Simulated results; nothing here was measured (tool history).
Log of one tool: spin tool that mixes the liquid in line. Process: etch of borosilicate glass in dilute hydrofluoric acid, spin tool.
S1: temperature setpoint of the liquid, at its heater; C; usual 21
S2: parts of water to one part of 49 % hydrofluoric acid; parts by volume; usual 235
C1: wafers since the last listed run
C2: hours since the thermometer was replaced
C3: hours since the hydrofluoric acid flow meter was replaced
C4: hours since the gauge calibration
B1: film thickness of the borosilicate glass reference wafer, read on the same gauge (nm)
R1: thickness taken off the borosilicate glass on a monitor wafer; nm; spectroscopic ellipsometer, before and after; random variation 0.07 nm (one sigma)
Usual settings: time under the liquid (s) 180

run 1 hour=0 | S1=21 S2=190 time_under_the_liquid_(s)=180 | C1=0 C2=753.9 C3=212.9 C4=2479.7 | B1=110.01 | R1=18.81
run 2 hour=79.2 | S1=21 S2=190 time_under_the_liquid_(s)=180 | C1=332 C2=833.1 C3=292.1 C4=2558.9 | B1=110 | R1=18.73
run 3 hour=180.5 | S1=21 S2=190 time_under_the_liquid_(s)=180 | C1=425 C2=934.4 C3=393.4 C4=2660.2 | B1=110.04 | R1=18.7
run 4 hour=233.6 | S1=21 S2=205 time_under_the_liquid_(s)=180 | C1=222 C2=987.5 C3=446.5 C4=2713.3 | B1=109.98 | R1=16.93
run 5 hour=326.6 | S1=21 S2=235 time_under_the_liquid_(s)=180 | C1=390 C2=1080.5 C3=539.5 C4=2806.3 | B1=109.97 | R1=14.24
run 6 hour=380.7 | S1=21 S2=235 time_under_the_liquid_(s)=180 | C1=227 C2=1134.6 C3=593.6 C4=2860.4 | B1=109.99 | R1=14.27
run 7 hour=422.6 | S1=21 S2=235 time_under_the_liquid_(s)=180 | C1=175 C2=1176.5 C3=635.5 C4=2902.3 | B1=110.02 | R1=14.22
run 8 hour=479.4 | S1=21 S2=235 time_under_the_liquid_(s)=180 | C1=238 C2=1233.3 C3=692.3 C4=2959.1 | B1=110.01 | R1=14.21
-- hour=526.3 thermometer replaced
run 9 hour=575 | S1=21 S2=235 time_under_the_liquid_(s)=150 | C1=397 C2=48.7 C3=787.9 C4=3054.7 | B1=109.98 | R1=12.49
run 10 hour=647.8 | S1=21 S2=280 time_under_the_liquid_(s)=180 | C1=305 C2=121.5 C3=860.7 C4=3127.5 | B1=110.05 | R1=12.04
run 11 hour=717.7 | S1=21 S2=235 time_under_the_liquid_(s)=180 | C1=293 C2=191.4 C3=930.6 C4=3197.4 | B1=110.02 | R1=14.98
run 12 hour=783 | S1=21 S2=235 time_under_the_liquid_(s)=180 | C1=274 C2=256.7 C3=995.9 C4=3262.7 | B1=109.97 | R1=14.83
-- hour=810.4 gauge calibrated
run 13 hour=876.5 | S1=21 S2=235 time_under_the_liquid_(s)=180 | C1=392 C2=350.2 C3=1089.4 C4=66.1 | B1=109.98 | R1=14.88
run 14 hour=969.9 | S1=23.5 S2=235 time_under_the_liquid_(s)=180 | C1=392 C2=443.6 C3=1182.8 C4=159.5 | B1=110.01 | R1=16.15
run 15 hour=1040.6 | S1=24 S2=150 time_under_the_liquid_(s)=280 | C1=296 C2=514.3 C3=1253.5 C4=230.2 | B1=110.01 | R1=43.82
run 16 hour=1101.4 | S1=21 S2=235 time_under_the_liquid_(s)=180 | C1=255 C2=575.1 C3=1314.3 C4=291 | B1=109.99 | R1=14.76
run 17 hour=1161.7 | S1=21 S2=235 time_under_the_liquid_(s)=180 | C1=253 C2=635.4 C3=1374.6 C4=351.3 | B1=110 | R1=14.65
run 18 hour=1245.6 | S1=21 S2=235 time_under_the_liquid_(s)=180 | C1=352 C2=719.3 C3=1458.5 C4=435.2 | B1=110.02 | R1=14.52
run 19 hour=1314.7 | S1=21 S2=235 time_under_the_liquid_(s)=180 | C1=290 C2=788.4 C3=1527.6 C4=504.3 | B1=109.99 | R1=14.53
run 20 hour=1414.6 | S1=19 S2=235 time_under_the_liquid_(s)=85 | C1=419 C2=888.3 C3=1627.5 C4=604.2 | B1=109.99 | R1=6.36
run 21 hour=1464.2 | S1=17.5 S2=160 time_under_the_liquid_(s)=270 | C1=208 C2=937.9 C3=1677.1 C4=653.8 | B1=110.04 | R1=29.93
run 22 hour=1691.5 | S1=21 S2=205 time_under_the_liquid_(s)=95 | C1=954 C2=1165.2 C3=1904.4 C4=881.1 | B1=110 | R1=8.89
-- hour=1723.7 hydrofluoric acid flow meter replaced
run 23 hour=1762.7 | S1=21 S2=235 time_under_the_liquid_(s)=180 | C1=294 C2=1236.4 C3=39 C4=952.3 | B1=110.01 | R1=14.19
run 24 hour=1824.9 | S1=21 S2=235 time_under_the_liquid_(s)=155 | C1=261 C2=1298.6 C3=101.2 C4=1014.5 | B1=109.99 | R1=12.28
-- hour=1850.7 thermometer replaced
run 25 hour=1893.1 | S1=23 S2=235 time_under_the_liquid_(s)=265 | C1=282 C2=42.4 C3=169.4 C4=1082.7 | B1=110 | R1=23.81
run 26 hour=1954.7 | S1=24 S2=235 time_under_the_liquid_(s)=285 | C1=258 C2=104 C3=231 C4=1144.3 | B1=110.03 | R1=26.43
run 27 hour=2014.5 | S1=19 S2=235 time_under_the_liquid_(s)=180 | C1=251 C2=163.8 C3=290.8 C4=1204.1 | B1=109.99 | R1=13.88
run 28 hour=2067.8 | S1=17 S2=305 time_under_the_liquid_(s)=275 | C1=223 C2=217.1 C3=344.1 C4=1257.4 | B1=109.97 | R1=14.11
run 29 hour=2158.4 | S1=21 S2=235 time_under_the_liquid_(s)=180 | C1=380 C2=307.7 C3=434.7 C4=1348 | B1=110.01 | R1=14.82
run 30 hour=2224.6 | S1=25.5 S2=285 time_under_the_liquid_(s)=220 | C1=277 C2=373.9 C3=500.9 C4=1414.2 | B1=109.99 | R1=16.72
run 31 hour=2290.5 | S1=23 S2=235 time_under_the_liquid_(s)=180 | C1=276 C2=439.8 C3=566.8 C4=1480.1 | B1=110 | R1=15.96
run 32 hour=2338.4 | S1=17 S2=175 time_under_the_liquid_(s)=255 | C1=201 C2=487.7 C3=614.7 C4=1528 | B1=109.99 | R1=25.26
run 33 hour=2427.1 | S1=23.5 S2=170 time_under_the_liquid_(s)=120 | C1=372 C2=576.4 C3=703.4 C4=1616.7 | B1=110 | R1=15.97
run 34 hour=2486.6 | S1=18 S2=235 time_under_the_liquid_(s)=80 | C1=249 C2=635.9 C3=762.9 C4=1676.2 | B1=109.99 | R1=5.82

Hidden state at the last listed run before each entry between runs and at the first one after, where it differs:
Between runs 8 and 9: thermometer replaced (hour 526.3)
  liquid colder than its thermometer reads (K): 1.57 -> 0.0781
  measured less the result without the state, R1: -0.87 -> -0.03 nm
Between runs 12 and 13: gauge calibrated (hour 810.4)
  liquid colder than its thermometer reads (K): 0.322 -> 0.432
  measured less the result without the state, R1: -0.18 -> -0.24 nm
Between runs 22 and 23: hydrofluoric acid flow meter replaced (hour 1723.7)
  liquid colder than its thermometer reads (K): 1.39 -> 1.47
  measured less the result without the state, R1: -0.48 -> -0.81 nm
Between runs 24 and 25: thermometer replaced (hour 1850.7)
  liquid colder than its thermometer reads (K): 1.54 -> 0.0959
  measured less the result without the state, R1: -0.73 -> -0.09 nm

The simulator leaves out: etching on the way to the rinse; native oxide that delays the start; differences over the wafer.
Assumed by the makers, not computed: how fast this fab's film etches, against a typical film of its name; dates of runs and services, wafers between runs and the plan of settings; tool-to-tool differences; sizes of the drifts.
